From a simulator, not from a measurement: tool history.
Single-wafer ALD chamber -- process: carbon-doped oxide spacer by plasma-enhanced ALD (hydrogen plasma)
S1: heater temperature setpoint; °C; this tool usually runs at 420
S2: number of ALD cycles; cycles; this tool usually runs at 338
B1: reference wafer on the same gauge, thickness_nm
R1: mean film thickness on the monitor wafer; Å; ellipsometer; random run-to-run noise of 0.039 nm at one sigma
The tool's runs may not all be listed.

run 1 hour=0 | S1=420 S2=289 | B1=16.501 | R1=133.79
run 2 hour=8.1 | S1=420 S2=338 | B1=16.494 | R1=155.21
run 3 hour=14.5 | S1=420 S2=338 | B1=16.502 | R1=155.64
run 4 hour=30.2 | S1=420 S2=338 | B1=16.498 | R1=156.41
run 5 hour=38.9 | S1=420 S2=338 | B1=16.491 | R1=156.14
run 6 hour=48.3 | S1=426 S2=338 | B1=16.501 | R1=152.19
run 7 hour=64.3 | S1=426 S2=338 | B1=16.497 | R1=152.93
run 8 hour=79.1 | S1=430 S2=359 | B1=16.493 | R1=159.19
run 9 hour=89.4 | S1=430 S2=359 | B1=16.498 | R1=159.9
run 10 hour=106.2 | S1=409 S2=378 | B1=16.511 | R1=181.27
run 11 hour=117.8 | S1=425 S2=338 | B1=16.502 | R1=154
-- hour=130.9 thermocouple changed; heater temperature recalibrated
-- hour=132.6 gauge calibrated
run 12 hour=135 | S1=420 S2=338 | B1=16.499 | R1=156.85
run 13 hour=145.1 | S1=420 S2=338 | B1=16.499 | R1=155.64
run 14 hour=161.6 | S1=420 S2=338 | B1=16.512 | R1=155.8
run 15 hour=204.7 | S1=433 S2=338 | B1=16.507 | R1=148.39
run 16 hour=219.5 | S1=420 S2=338 | B1=16.491 | R1=155.68
run 17 hour=233 | S1=420 S2=338 | B1=16.495 | R1=155.49
run 18 hour=244.9 | S1=420 S2=338 | B1=16.505 | R1=155.89
run 19 hour=254.5 | S1=420 S2=380 | B1=16.505 | R1=175.01
run 20 hour=271 | S1=414 S2=358 | B1=16.497 | R1=168.15
run 21 hour=282 | S1=425 S2=290 | B1=16.494 | R1=131.08
run 22 hour=289.3 | S1=410 S2=272 | B1=16.501 | R1=129.37
run 23 hour=311.4 | S1=428 S2=272 | B1=16.504 | R1=122.19
-- hour=322.8 gauge calibrated
run 24 hour=326.9 | S1=434 S2=338 | B1=16.5 | R1=147.54
run 25 hour=333.4 | S1=420 S2=338 | B1=16.515 | R1=156.14
run 26 hour=341.5 | S1=435 S2=404 | B1=16.498 | R1=176.3

Predict each of these 4 candidate next runs independently; none follows another, all start after run 26:
run A hour=342.4 | S1=420 S2=397 | B1=? | R1=?
run B hour=342.4 | S1=434 S2=275 | B1=? | R1=?
run C hour=342.4 | S1=406 S2=338 | B1=? | R1=?
run D hour=342.4 | S1=407 S2=400 | B1=? | R1=?

run=A B1=16.505 R1=182.86
run=B B1=16.505 R1=120.22
run=C B1=16.505 R1=163.62
run=D B1=16.505 R1=192.96
With no hidden state in the tool, these same runs would have given:
run=A R1=182.86
run=B R1=120.22
run=C R1=163.62
run=D R1=192.96

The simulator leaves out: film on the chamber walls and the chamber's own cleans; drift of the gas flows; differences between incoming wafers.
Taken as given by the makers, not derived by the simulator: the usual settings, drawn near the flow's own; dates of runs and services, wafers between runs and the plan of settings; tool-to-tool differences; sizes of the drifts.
